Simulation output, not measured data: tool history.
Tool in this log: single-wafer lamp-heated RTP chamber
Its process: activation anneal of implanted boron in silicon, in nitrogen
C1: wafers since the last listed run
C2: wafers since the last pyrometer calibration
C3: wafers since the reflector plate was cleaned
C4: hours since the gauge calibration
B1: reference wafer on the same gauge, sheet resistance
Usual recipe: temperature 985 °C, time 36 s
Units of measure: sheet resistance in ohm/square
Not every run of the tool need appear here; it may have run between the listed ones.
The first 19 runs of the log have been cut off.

{"run": 20, "hour": 434.3, "temperature": 985, "time": 42, "C1": 296, "C2": 4976, "C3": 13590, "C4": 221.2, "B1": 524.73, "sheet resistance": 556.45}
{"run": 21, "hour": 466.1, "temperature": 967, "time": 30, "C1": 451, "C2": 5427, "C3": 14041, "C4": 253, "B1": 524.01, "sheet resistance": 565.79}
{"hour": 496.8, "done": "reflector plate cleaned"}
{"run": 22, "hour": 497.3, "temperature": 956, "time": 43, "C1": 329, "C2": 5756, "C3": 7, "C4": 284.2, "B1": 524.1, "sheet resistance": 574.01}
{"run": 23, "hour": 506.3, "temperature": 997, "time": 36, "C1": 127, "C2": 5884, "C3": 135, "C4": 293.2, "B1": 524.05, "sheet resistance": 554.59}
{"run": 24, "hour": 520.1, "temperature": 969, "time": 21, "C1": 195, "C2": 6080, "C3": 330, "C4": 307, "B1": 524.1, "sheet resistance": 566.28}
{"run": 25, "hour": 543.2, "temperature": 985, "time": 19, "C1": 327, "C2": 6408, "C3": 658, "C4": 330.1, "B1": 524.23, "sheet resistance": 560.58}
{"run": 26, "hour": 556.5, "temperature": 985, "time": 36, "C1": 188, "C2": 6596, "C3": 847, "C4": 343.4, "B1": 523.58, "sheet resistance": 556.32}
{"run": 27, "hour": 582.5, "temperature": 966, "time": 36, "C1": 368, "C2": 6965, "C3": 1216, "C4": 369.4, "B1": 523.34, "sheet resistance": 562.49}
{"hour": 612.0, "done": "pyrometer window cleaned and pyrometer calibrated"}
{"run": 28, "hour": 622.4, "temperature": 1006, "time": 56, "C1": 452, "C2": 147, "C3": 1668, "C4": 409.3, "B1": 523.07, "sheet resistance": 547.46}
{"run": 29, "hour": 640.2, "temperature": 975, "time": 44, "C1": 252, "C2": 399, "C3": 1921, "C4": 427.1, "B1": 522.83, "sheet resistance": 556.22}
{"run": 30, "hour": 663.9, "temperature": 975, "time": 44, "C1": 336, "C2": 735, "C3": 2257, "C4": 450.8, "B1": 522.51, "sheet resistance": 557.24}
{"run": 31, "hour": 685.9, "temperature": 1010, "time": 26, "C1": 312, "C2": 1048, "C3": 2569, "C4": 472.8, "B1": 522.63, "sheet resistance": 553.5}
{"run": 32, "hour": 704.9, "temperature": 976, "time": 22, "C1": 269, "C2": 1317, "C3": 2839, "C4": 491.8, "B1": 522.29, "sheet resistance": 561.47}
{"run": 33, "hour": 729.1, "temperature": 969, "time": 24, "C1": 343, "C2": 1661, "C3": 3182, "C4": 516, "B1": 522.16, "sheet resistance": 564.23}
{"run": 34, "hour": 742.4, "temperature": 973, "time": 25, "C1": 188, "C2": 1849, "C3": 3371, "C4": 529.3, "B1": 521.87, "sheet resistance": 561.86}
{"run": 35, "hour": 767.2, "temperature": 985, "time": 36, "C1": 351, "C2": 2201, "C3": 3723, "C4": 554.1, "B1": 522.31, "sheet resistance": 554.6}
{"run": 36, "hour": 784.5, "temperature": 1006, "time": 19, "C1": 245, "C2": 2447, "C3": 3968, "C4": 571.4, "B1": 521.95, "sheet resistance": 553.72}
{"run": 37, "hour": 878.4, "temperature": 1005, "time": 45, "C1": 1332, "C2": 3779, "C3": 5301, "C4": 665.3, "B1": 520.96, "sheet resistance": 547.58}
{"hour": 896.0, "done": "gauge calibrated"}
{"run": 38, "hour": 903.6, "temperature": 985, "time": 22, "C1": 357, "C2": 4137, "C3": 5658, "C4": 7.6, "B1": 525.9, "sheet resistance": 563.13}

Here are 3 independent what-if runs from the current tool condition. What would each one return?
{"run": "A", "hour": 904.0, "temperature": 985, "time": 46, "C1": 5, "C2": 4142, "C3": 5664, "C4": 8, "B1": "?", "sheet resistance": "?"}
{"run": "B", "hour": 904.0, "temperature": 1011, "time": 21, "C1": 5, "C2": 4142, "C3": 5664, "C4": 8, "B1": "?", "sheet resistance": "?"}
{"run": "C", "hour": 904.0, "temperature": 957, "time": 47, "C1": 5, "C2": 4142, "C3": 5664, "C4": 8, "B1": "?", "sheet resistance": "?"}

run=A B1=525.82 sheet_resistance=555.78
run=B B1=525.82 sheet_resistance=556.76
run=C B1=525.82 sheet_resistance=571.45
What these runs would have given with no unlogged condition in the tool:
run=A sheet_resistance=555.84
run=B sheet_resistance=556.82
run=C sheet_resistance=571.51
